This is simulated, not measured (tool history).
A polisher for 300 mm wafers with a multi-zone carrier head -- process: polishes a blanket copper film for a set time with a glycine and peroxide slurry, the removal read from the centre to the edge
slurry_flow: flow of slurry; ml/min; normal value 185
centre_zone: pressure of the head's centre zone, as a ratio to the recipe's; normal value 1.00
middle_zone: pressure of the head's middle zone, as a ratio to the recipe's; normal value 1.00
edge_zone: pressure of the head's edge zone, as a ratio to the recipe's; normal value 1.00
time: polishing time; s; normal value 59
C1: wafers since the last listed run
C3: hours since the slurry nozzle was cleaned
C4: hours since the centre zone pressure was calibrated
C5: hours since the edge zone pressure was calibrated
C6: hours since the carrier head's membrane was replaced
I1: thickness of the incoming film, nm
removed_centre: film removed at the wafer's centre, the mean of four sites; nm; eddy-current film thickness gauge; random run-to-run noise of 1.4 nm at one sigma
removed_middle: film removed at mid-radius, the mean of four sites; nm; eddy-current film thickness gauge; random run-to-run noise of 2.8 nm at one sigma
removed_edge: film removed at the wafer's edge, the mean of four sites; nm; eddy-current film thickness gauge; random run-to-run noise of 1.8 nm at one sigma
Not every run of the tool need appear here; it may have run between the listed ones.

{"run": 1, "hour": 0.0, "slurry_flow": 185, "centre_zone": 1.0, "middle_zone": 0.92, "edge_zone": 1.0, "time": 59, "C1": 0, "wafers polished on this pad": 375, "C3": 5.0, "C4": 511.9, "C5": 482.1, "C6": 1464.5, "I1": 1099.2, "removed_centre": 209.4, "removed_middle": 191.9, "removed_edge": 205.2}
{"run": 2, "hour": 55.3, "slurry_flow": 185, "centre_zone": 1.0, "middle_zone": 1.03, "edge_zone": 1.0, "time": 59, "C1": 414, "wafers polished on this pad": 789, "C3": 60.3, "C4": 567.2, "C5": 537.4, "C6": 1519.8, "I1": 1103.6, "removed_centre": 210.1, "removed_middle": 209.0, "removed_edge": 207.1}
{"run": 3, "hour": 102.0, "slurry_flow": 185, "centre_zone": 1.0, "middle_zone": 1.03, "edge_zone": 1.0, "time": 59, "C1": 350, "wafers polished on this pad": 1140, "C3": 107.0, "C4": 613.9, "C5": 584.1, "C6": 1566.5, "I1": 1121.4, "removed_centre": 211.6, "removed_middle": 213.0, "removed_edge": 211.9}
{"hour": 116.8, "done": "centre zone pressure recalibrated"}
{"run": 4, "hour": 203.2, "slurry_flow": 185, "centre_zone": 1.0, "middle_zone": 1.0, "edge_zone": 1.0, "time": 59, "C1": 744, "wafers polished on this pad": 1884, "C3": 208.2, "C4": 86.4, "C5": 685.3, "C6": 1667.7, "I1": 1119.1, "removed_centre": 219.2, "removed_middle": 206.2, "removed_edge": 208.0}
{"run": 5, "hour": 282.0, "slurry_flow": 185, "centre_zone": 1.0, "middle_zone": 1.0, "edge_zone": 1.0, "time": 59, "C1": 591, "wafers polished on this pad": 2475, "C3": 287.0, "C4": 165.2, "C5": 764.1, "C6": 1746.5, "I1": 1095.3, "removed_centre": 223.7, "removed_middle": 207.0, "removed_edge": 207.2}
{"hour": 329.9, "done": "worn pad replaced by a new one"}
{"run": 6, "hour": 385.3, "slurry_flow": 185, "centre_zone": 1.0, "middle_zone": 1.0, "edge_zone": 1.0, "time": 59, "C1": 744, "wafers polished on this pad": 415, "C3": 390.3, "C4": 268.5, "C5": 867.4, "C6": 1849.8, "I1": 1096.1, "removed_centre": 225.4, "removed_middle": 202.0, "removed_edge": 206.8}
{"hour": 473.5, "done": "centre zone pressure recalibrated, repeated, since the last time left the tool worse"}
{"hour": 486.7, "done": "carrier head's membrane replaced by a new one"}
{"run": 7, "hour": 487.2, "slurry_flow": 185, "centre_zone": 1.0, "middle_zone": 1.0, "edge_zone": 1.0, "time": 65, "C1": 711, "wafers polished on this pad": 1127, "C3": 492.2, "C4": 13.7, "C5": 969.3, "C6": 0.5, "I1": 1094.6, "removed_centre": 221.5, "removed_middle": 227.4, "removed_edge": 229.0}
{"hour": 490.1, "done": "slurry nozzle cleaned"}
{"hour": 702.6, "done": "edge zone pressure recalibrated"}
{"hour": 727.8, "done": "worn pad replaced by a new one"}
{"run": 8, "hour": 802.2, "slurry_flow": 185, "centre_zone": 1.0, "middle_zone": 1.0, "edge_zone": 1.0, "time": 59, "C1": 2310, "wafers polished on this pad": 558, "C3": 312.1, "C4": 328.7, "C5": 99.6, "C6": 315.5, "I1": 1088.2, "removed_centre": 206.3, "removed_middle": 204.0, "removed_edge": 207.0}
{"run": 9, "hour": 838.8, "slurry_flow": 185, "centre_zone": 1.0, "middle_zone": 1.0, "edge_zone": 0.97, "time": 59, "C1": 274, "wafers polished on this pad": 832, "C3": 348.7, "C4": 365.3, "C5": 136.2, "C6": 352.1, "I1": 1099.3, "removed_centre": 205.7, "removed_middle": 203.3, "removed_edge": 201.5}
{"run": 10, "hour": 936.1, "slurry_flow": 185, "centre_zone": 1.0, "middle_zone": 1.0, "edge_zone": 1.0, "time": 59, "C1": 729, "wafers polished on this pad": 1562, "C3": 446.0, "C4": 462.6, "C5": 233.5, "C6": 449.4, "I1": 1106.0, "removed_centre": 207.1, "removed_middle": 209.2, "removed_edge": 207.6}
{"run": 11, "hour": 1017.8, "slurry_flow": 235, "centre_zone": 0.94, "middle_zone": 1.0, "edge_zone": 1.0, "time": 59, "C1": 612, "wafers polished on this pad": 2175, "C3": 527.7, "C4": 544.3, "C5": 315.2, "C6": 531.1, "I1": 1100.7, "removed_centre": 204.9, "removed_middle": 210.0, "removed_edge": 215.4}
{"hour": 1024.8, "done": "slurry nozzle cleaned"}
{"hour": 1103.7, "done": "centre zone pressure recalibrated"}
{"run": 12, "hour": 1104.2, "slurry_flow": 185, "centre_zone": 1.0, "middle_zone": 1.0, "edge_zone": 1.0, "time": 59, "C1": 625, "wafers polished on this pad": 2800, "C3": 79.4, "C4": 0.5, "C5": 401.6, "C6": 617.5, "I1": 1093.0, "removed_centre": 200.1, "removed_middle": 205.5, "removed_edge": 210.7}
{"run": 13, "hour": 1149.4, "slurry_flow": 185, "centre_zone": 0.89, "middle_zone": 1.0, "edge_zone": 1.0, "time": 59, "C1": 339, "wafers polished on this pad": 3139, "C3": 124.6, "C4": 45.7, "C5": 446.8, "C6": 662.7, "I1": 1103.5, "removed_centre": 178.1, "removed_middle": 210.5, "removed_edge": 210.5}
{"hour": 1187.4, "done": "worn pad replaced by a new one"}
{"run": 14, "hour": 1236.6, "slurry_flow": 185, "centre_zone": 1.0, "middle_zone": 1.03, "edge_zone": 1.0, "time": 59, "C1": 624, "wafers polished on this pad": 368, "C3": 211.8, "C4": 132.9, "C5": 534.0, "C6": 749.9, "I1": 1114.4, "removed_centre": 204.4, "removed_middle": 212.7, "removed_edge": 205.9}
{"run": 15, "hour": 1321.5, "slurry_flow": 185, "centre_zone": 1.0, "middle_zone": 1.0, "edge_zone": 1.0, "time": 68, "C1": 636, "wafers polished on this pad": 1005, "C3": 296.7, "C4": 217.8, "C5": 618.9, "C6": 834.8, "I1": 1098.1, "removed_centre": 233.4, "removed_middle": 238.3, "removed_edge": 236.7}
{"run": 16, "hour": 1401.4, "slurry_flow": 210, "centre_zone": 1.0, "middle_zone": 0.92, "edge_zone": 1.09, "time": 59, "C1": 599, "wafers polished on this pad": 1605, "C3": 376.6, "C4": 297.7, "C5": 698.8, "C6": 914.7, "I1": 1090.6, "removed_centre": 210.0, "removed_middle": 193.2, "removed_edge": 220.5}
{"run": 17, "hour": 1487.9, "slurry_flow": 185, "centre_zone": 1.0, "middle_zone": 1.0, "edge_zone": 1.0, "time": 40, "C1": 648, "wafers polished on this pad": 2254, "C3": 463.1, "C4": 384.2, "C5": 785.3, "C6": 1001.2, "I1": 1111.1, "removed_centre": 141.9, "removed_middle": 139.3, "removed_edge": 140.5}
{"hour": 1502.5, "done": "slurry nozzle cleaned"}
{"run": 18, "hour": 1556.2, "slurry_flow": 125, "centre_zone": 1.0, "middle_zone": 1.0, "edge_zone": 1.0, "time": 59, "C1": 504, "wafers polished on this pad": 2758, "C3": 53.7, "C4": 452.5, "C5": 853.6, "C6": 1069.5, "I1": 1107.5, "removed_centre": 189.8, "removed_middle": 188.9, "removed_edge": 194.3}
{"hour": 1575.8, "done": "worn pad replaced by a new one"}
{"hour": 1737.0, "done": "centre zone pressure recalibrated"}
{"run": 19, "hour": 1801.2, "slurry_flow": 185, "centre_zone": 1.0, "middle_zone": 1.0, "edge_zone": 1.0, "time": 59, "C1": 1792, "wafers polished on this pad": 1675, "C3": 298.7, "C4": 64.2, "C5": 1098.6, "C6": 1314.5, "I1": 1102.5, "removed_centre": 201.2, "removed_middle": 207.9, "removed_edge": 203.8}
{"run": 20, "hour": 1845.0, "slurry_flow": 185, "centre_zone": 1.0, "middle_zone": 1.0, "edge_zone": 1.0, "time": 59, "C1": 328, "wafers polished on this pad": 2004, "C3": 342.5, "C4": 108.0, "C5": 1142.4, "C6": 1358.3, "I1": 1113.5, "removed_centre": 202.9, "removed_middle": 210.2, "removed_edge": 207.4}
{"run": 21, "hour": 1910.2, "slurry_flow": 240, "centre_zone": 1.0, "middle_zone": 1.07, "edge_zone": 1.0, "time": 59, "C1": 489, "wafers polished on this pad": 2493, "C3": 407.7, "C4": 173.2, "C5": 1207.6, "C6": 1423.5, "I1": 1086.4, "removed_centre": 215.1, "removed_middle": 225.8, "removed_edge": 213.2}

A few steps of removed_centre between consecutive runs. Split each: what settings, incoming material and random variation would produce without the hidden state, and what is left over for the hidden state, along with gauge scatter present in only one of the two compared results (measured, and without hidden state):
Hidden state present: removal rate lost through wear of the pad, %; slurry flow missing at the pad, %; deviation of the centre zone's pressure from its setpoint, %; deviation of the edge zone's pressure from its setpoint, %.
Run 6 -> 7: time 59 -> 65, centre zone pressure recalibrated, repeated, since the last time left the tool worse, carrier head's membrane replaced by a new one. removed_centre -3.9 nm: hidden state -25.5, all else +21.6.
Run 11 -> 12: slurry_flow 235 -> 185, centre_zone 0.94 -> 1.00, slurry nozzle cleaned, centre zone pressure recalibrated. removed_centre -4.8 nm: hidden state -10.7, all else +5.9.
Run 16 -> 17: slurry_flow 210 -> 185, middle_zone 0.92 -> 1.00, edge_zone 1.09 -> 1.00, time 59 -> 40. removed_centre -68.1 nm: hidden state -1.9, all else -66.2.
Run 17 -> 18: slurry_flow 185 -> 125, time 40 -> 59, slurry nozzle cleaned. removed_centre +47.9 nm: hidden state +2.6, all else +45.3.

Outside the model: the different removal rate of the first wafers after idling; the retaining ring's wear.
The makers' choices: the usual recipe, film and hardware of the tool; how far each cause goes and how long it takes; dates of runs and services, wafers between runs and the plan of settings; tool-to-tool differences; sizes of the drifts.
